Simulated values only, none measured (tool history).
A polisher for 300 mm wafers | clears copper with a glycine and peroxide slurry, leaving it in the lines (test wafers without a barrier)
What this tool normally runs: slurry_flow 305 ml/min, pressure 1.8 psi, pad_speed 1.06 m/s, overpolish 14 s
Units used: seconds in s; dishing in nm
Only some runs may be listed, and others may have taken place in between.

| run | hour | slurry_flow | pressure | pad_speed | overpolish | incoming thickness of the incoming film, nm | seconds | dishing |
|---|---|---|---|---|---|---|---|---|
| 1 | 0 | 305 | 1.5 | 1.06 | 14 | 523 | 182.7 | 30.2 |
|  | 26.3 | worn pad replaced by a new one |
| 2 | 28.5 | 305 | 1.5 | 1.06 | 14 | 527.2 | 165.3 | 34 |
| 3 | 86.5 | 305 | 1.5 | 1.06 | 14 | 526.9 | 160.5 | 33.8 |
| 4 | 154.3 | 305 | 1.8 | 1.06 | 11 | 528 | 147.2 | 30.3 |
| 5 | 179.3 | 305 | 1.8 | 1.06 | 11 | 517.8 | 145.2 | 29.5 |
|  | 221.8 | slurry nozzle cleaned |
| 6 | 240.2 | 305 | 1.8 | 1.06 | 14 | 516.3 | 145.2 | 37 |
| 7 | 310.1 | 305 | 1.8 | 1.06 | 14 | 529.7 | 151.3 | 35.8 |
|  | 334.2 | worn pad replaced by a new one |
| 8 | 351.3 | 305 | 1.8 | 1.06 | 14 | 521.7 | 134 | 37.5 |
| 9 | 413.7 | 305 | 1.8 | 1.06 | 14 | 532.1 | 147.3 | 38.3 |
| 10 | 444.4 | 305 | 1.8 | 1.06 | 14 | 522.3 | 143.5 | 36.9 |
| 11 | 493.6 | 305 | 1.8 | 1.06 | 14 | 518.1 | 145.2 | 36.2 |
| 12 | 528.4 | 305 | 1.8 | 1.06 | 14 | 521.9 | 147.1 | 36.7 |
| 13 | 563.4 | 305 | 1.8 | 1.06 | 10 | 515.3 | 153.3 | 26.6 |
| 14 | 628 | 305 | 1.8 | 1.06 | 14 | 516.3 | 151.3 | 36 |
| 15 | 679.3 | 305 | 1.8 | 1.06 | 14 | 517.1 | 157.5 | 36.1 |
|  | 705.4 | worn pad replaced by a new one |
| 16 | 738.3 | 335 | 1.3 | 1.26 | 8 | 535.9 | 164.5 | 21.2 |
| 17 | 772.3 | 305 | 1.8 | 1.06 | 14 | 528.3 | 140.3 | 38.6 |
| 18 | 831.6 | 305 | 1.8 | 1.06 | 14 | 522.1 | 137.4 | 38 |
|  | 843.4 | head pressure recalibrated |
| 19 | 997.6 | 305 | 1.8 | 1.06 | 14 | 526.2 | 156.1 | 35.3 |
| 20 | 1053.6 | 305 | 2 | 0.96 | 16 | 532.7 | 160.6 | 39.5 |
|  | 1060.6 | slurry nozzle cleaned |
|  | 1106.2 | worn pad replaced by a new one |
| 21 | 1120.3 | 340 | 1.6 | 1.32 | 8 | 530.6 | 137.3 | 24.7 |
| 22 | 1188.9 | 305 | 1.6 | 0.92 | 17 | 529 | 168.6 | 38 |
| 23 | 1225.3 | 235 | 2.2 | 1.06 | 8 | 523.8 | 125.2 | 25.7 |
| 24 | 1286.9 | 305 | 1.8 | 1.06 | 14 | 528.8 | 145 | 36.1 |
| 25 | 1342.7 | 305 | 1.8 | 1.06 | 14 | 518 | 149.2 | 35.9 |
| 26 | 1413 | 305 | 2 | 1.32 | 14 | 525.4 | 119.1 | 43.7 |
|  | 1422.6 | worn pad replaced by a new one |
| 27 | 1583.1 | 230 | 1.4 | 0.94 | 19 | 529.3 | 193.5 | 39.7 |
| 28 | 1654.3 | 305 | 2.3 | 1.06 | 6 | 524.9 | 121.7 | 20.6 |
| 29 | 1699.1 | 375 | 1.8 | 0.94 | 10 | 524.7 | 154.4 | 25.5 |
| 30 | 1748 | 255 | 1.8 | 1.44 | 14 | 525.3 | 125.8 | 43.7 |
|  | 1752.2 | slurry nozzle cleaned |
| 31 | 1780 | 235 | 2.1 | 1.06 | 14 | 531.6 | 139.9 | 39.4 |

Forecast each of these 5 alternatives for the next run:
| A | 1780.5 | 305 | 2.2 | 1.06 | 14 | 523.5 | ? | ? |
| B | 1780.5 | 405 | 1.8 | 1.06 | 14 | 523.5 | ? | ? |
| C | 1780.5 | 395 | 1.3 | 1.06 | 14 | 523.5 | ? | ? |
| D | 1780.5 | 305 | 1.8 | 1.3 | 14 | 523.5 | ? | ? |
| E | 1780.5 | 345 | 2 | 1.2 | 14 | 523.5 | ? | ? |

| run | seconds | dishing |
|---|---|---|
| A | 130 | 42.5 |
| B | 149.2 | 37.4 |
| C | 191.1 | 29.7 |
| D | 133.2 | 41.2 |
| E | 127.8 | 42.9 |
Had the tool no hidden state, the same runs would have come out as:
| run | seconds | dishing |
|---|---|---|
| A | 125.3 | 43.7 |
| B | 143.3 | 38.6 |
| C | 182.2 | 30.9 |
| D | 128.4 | 42.3 |
| E | 123.3 | 44.1 |

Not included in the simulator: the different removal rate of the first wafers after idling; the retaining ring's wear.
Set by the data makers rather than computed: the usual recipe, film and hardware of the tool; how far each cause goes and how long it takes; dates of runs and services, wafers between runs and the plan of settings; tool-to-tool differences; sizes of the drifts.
